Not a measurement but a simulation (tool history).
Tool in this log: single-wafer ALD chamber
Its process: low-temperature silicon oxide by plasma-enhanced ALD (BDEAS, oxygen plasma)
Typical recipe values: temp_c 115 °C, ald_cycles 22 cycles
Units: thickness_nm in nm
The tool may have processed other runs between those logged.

run     day  temp_c  ald_cycles  wafers since the last listed run  hours since the last thermocouple change  hours since the gauge calibration  read-back reference wafer on the same gauge, thickness_nm  thickness_nm
  1   0.000     127          20                                 0                                     848.4                             1461.1                                                      2.929         2.719
  2   9.996     127          20                              3476                                    1088.3                             1701.0                                                      2.932         2.726
  3  13.617     121          19                              1259                                    1175.2                             1787.9                                                      2.929         2.607
  4  17.354     115          22                              1300                                    1264.9                             1877.6                                                      2.930         3.063
  5  20.729     115          22                              1173                                    1345.9                             1958.6                                                      2.929         3.047
     22.217  -- thermocouple changed; heater temperature recalibrated
  6  23.162     115          22                               730                                      22.7                             2017.0                                                      2.933         3.033
  7  24.962     115          22                               626                                      65.9                             2060.2                                                      2.929         3.029
     27.138  -- gauge calibrated
  8  28.579     115          22                              1257                                     152.7                               34.6                                                      2.930         3.028
  9  32.942     112          24                              1517                                     257.4                              139.3                                                      2.928         3.333
 10  36.917     115          26                              1382                                     352.8                              234.7                                                      2.932         3.616
 11  40.271     115          26                              1166                                     433.3                              315.2                                                      2.929         3.601
 12  44.650     111          22                              1523                                     538.4                              420.3                                                      2.928         3.068
 13  46.246     115          22                               555                                     576.7                              458.6                                                      2.930         3.040
 14  48.008     106          26                               613                                     619.0                              500.9                                                      2.927         3.663
 15  50.850     115          22                               988                                     687.2                              569.1                                                      2.930         3.040
 16  52.871     115          19                               702                                     735.7                              617.6                                                      2.930         2.646
 17  56.942     128          24                              1415                                     833.4                              715.3                                                      2.932         3.256
 18  61.258     102          22                              1501                                     937.0                              818.9                                                      2.929         3.125
 19  64.025     127          22                               962                                    1003.4                              885.3                                                      2.929         2.988
 20  66.067     111          23                               710                                    1052.4                              934.3                                                      2.931         3.225
 21  68.246     115          22                               757                                    1104.7                              986.6                                                      2.929         3.061
 22  72.467     115          22                              1468                                    1206.0                             1087.9                                                      2.932         3.043

Forecast each of these 4 alternatives for the next run:
  A  72.483     115          22                                 5                                    1206.4                             1088.3                                                          ?             ?
  B  72.483     103          20                                 5                                    1206.4                             1088.3                                                          ?             ?
  C  72.483     124          22                                 5                                    1206.4                             1088.3                                                          ?             ?
  D  72.483     109          24                                 5                                    1206.4                             1088.3                                                          ?             ?

run  read-back reference wafer on the same gauge, thickness_nm  thickness_nm
  A                                                      2.928         3.047
  B                                                      2.928         2.829
  C                                                      2.928         3.003
  D                                                      2.928         3.356
What these runs would have given with no unlogged condition in the tool:
run  thickness_nm
  A         3.016
  B         2.795
  C         2.972
  D         3.322
